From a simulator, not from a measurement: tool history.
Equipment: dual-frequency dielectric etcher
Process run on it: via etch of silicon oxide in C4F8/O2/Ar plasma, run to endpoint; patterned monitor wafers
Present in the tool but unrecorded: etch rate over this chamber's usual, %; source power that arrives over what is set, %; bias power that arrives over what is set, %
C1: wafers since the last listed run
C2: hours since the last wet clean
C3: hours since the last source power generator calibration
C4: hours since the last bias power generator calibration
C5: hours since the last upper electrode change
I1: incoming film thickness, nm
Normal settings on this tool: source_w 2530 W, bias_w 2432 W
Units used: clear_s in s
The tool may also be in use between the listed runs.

run 1 hour=0.0 | source_w=2530 bias_w=2432 | C1=0 C2=508.3 C3=2913.8 C4=4368.6 C5=4808.4 | I1=1111.9 | clear_s=181.9
run 2 hour=12.2 | source_w=2530 bias_w=2432 | C1=75 C2=520.5 C3=2926.0 C4=4380.8 C5=4820.6 | I1=1113.5 | clear_s=180.9
run 3 hour=21.9 | source_w=2530 bias_w=2432 | C1=59 C2=530.2 C3=2935.7 C4=4390.5 C5=4830.3 | I1=1093.5 | clear_s=177.7
-- hour=90.6 upper electrode replaced, of another model than before
-- hour=110.1 wet clean of the chamber
run 4 hour=110.6 | source_w=2530 bias_w=2432 | C1=278 C2=0.5 C3=3024.4 C4=4479.2 C5=20.0 | I1=1099.6 | clear_s=187.6
run 5 hour=111.0 | source_w=2530 bias_w=2432 | C1=2 C2=0.9 C3=3024.8 C4=4479.6 C5=20.4 | I1=1093.1 | clear_s=187.3
run 6 hour=111.4 | source_w=2530 bias_w=2432 | C1=2 C2=1.3 C3=3025.2 C4=4480.0 C5=20.8 | I1=1112.9 | clear_s=190.9
run 7 hour=111.8 | source_w=2070 bias_w=2689 | C1=2 C2=1.7 C3=3025.6 C4=4480.4 C5=21.2 | I1=1099.5 | clear_s=189.1
run 8 hour=118.4 | source_w=2530 bias_w=2432 | C1=40 C2=8.3 C3=3032.2 C4=4487.0 C5=27.8 | I1=1089.8 | clear_s=187.0
run 9 hour=132.7 | source_w=2530 bias_w=2432 | C1=88 C2=22.6 C3=3046.5 C4=4501.3 C5=42.1 | I1=1098.6 | clear_s=187.6
run 10 hour=143.1 | source_w=2530 bias_w=2432 | C1=64 C2=33.0 C3=3056.9 C4=4511.7 C5=52.5 | I1=1108.2 | clear_s=189.9
run 11 hour=158.0 | source_w=2530 bias_w=2432 | C1=91 C2=47.9 C3=3071.8 C4=4526.6 C5=67.4 | I1=1104.5 | clear_s=188.5
run 12 hour=170.4 | source_w=3090 bias_w=1927 | C1=76 C2=60.3 C3=3084.2 C4=4539.0 C5=79.8 | I1=1093.1 | clear_s=201.7
-- hour=176.4 bias power generator calibrated
run 13 hour=185.5 | source_w=2370 bias_w=2825 | C1=68 C2=75.4 C3=3099.3 C4=9.1 C5=94.9 | I1=1107.4 | clear_s=176.9
run 14 hour=192.4 | source_w=3060 bias_w=2432 | C1=42 C2=82.3 C3=3106.2 C4=16.0 C5=101.8 | I1=1102.7 | clear_s=176.3
-- hour=207.2 source power generator calibrated
run 15 hour=207.7 | source_w=2230 bias_w=2142 | C1=69 C2=97.6 C3=0.5 C4=31.3 C5=117.1 | I1=1092.7 | clear_s=208.6
run 16 hour=210.8 | source_w=2080 bias_w=2219 | C1=19 C2=100.7 C3=3.6 C4=34.4 C5=120.2 | I1=1086.2 | clear_s=206.5
run 17 hour=219.0 | source_w=2100 bias_w=2864 | C1=50 C2=108.9 C3=11.8 C4=42.6 C5=128.4 | I1=1103.5 | clear_s=180.4
run 18 hour=226.2 | source_w=2530 bias_w=2432 | C1=44 C2=116.1 C3=19.0 C4=49.8 C5=135.6 | I1=1104.3 | clear_s=187.7
run 19 hour=243.3 | source_w=2530 bias_w=2258 | C1=105 C2=133.2 C3=36.1 C4=66.9 C5=152.7 | I1=1095.8 | clear_s=192.8
run 20 hour=259.6 | source_w=2530 bias_w=2846 | C1=100 C2=149.5 C3=52.4 C4=83.2 C5=169.0 | I1=1107.6 | clear_s=172.5
run 21 hour=268.9 | source_w=3050 bias_w=2857 | C1=57 C2=158.8 C3=61.7 C4=92.5 C5=178.3 | I1=1105.0 | clear_s=161.8
run 22 hour=283.0 | source_w=2530 bias_w=2432 | C1=86 C2=172.9 C3=75.8 C4=106.6 C5=192.4 | I1=1094.0 | clear_s=185.2

The same runs without the tool's hidden state, with the same run-to-run variation:
run=1 clear_s=189.4
run=2 clear_s=188.7
run=3 clear_s=185.5
run=4 clear_s=186.3
run=5 clear_s=186.0
run=6 clear_s=189.6
run=7 clear_s=187.8
run=8 clear_s=185.9
run=9 clear_s=186.7
run=10 clear_s=189.1
run=11 clear_s=188.0
run=12 clear_s=201.3
run=13 clear_s=176.9
run=14 clear_s=176.3
run=15 clear_s=208.9
run=16 clear_s=206.9
run=17 clear_s=180.9
run=18 clear_s=188.3
run=19 clear_s=193.7
run=20 clear_s=173.5
run=21 clear_s=162.9
run=22 clear_s=186.7
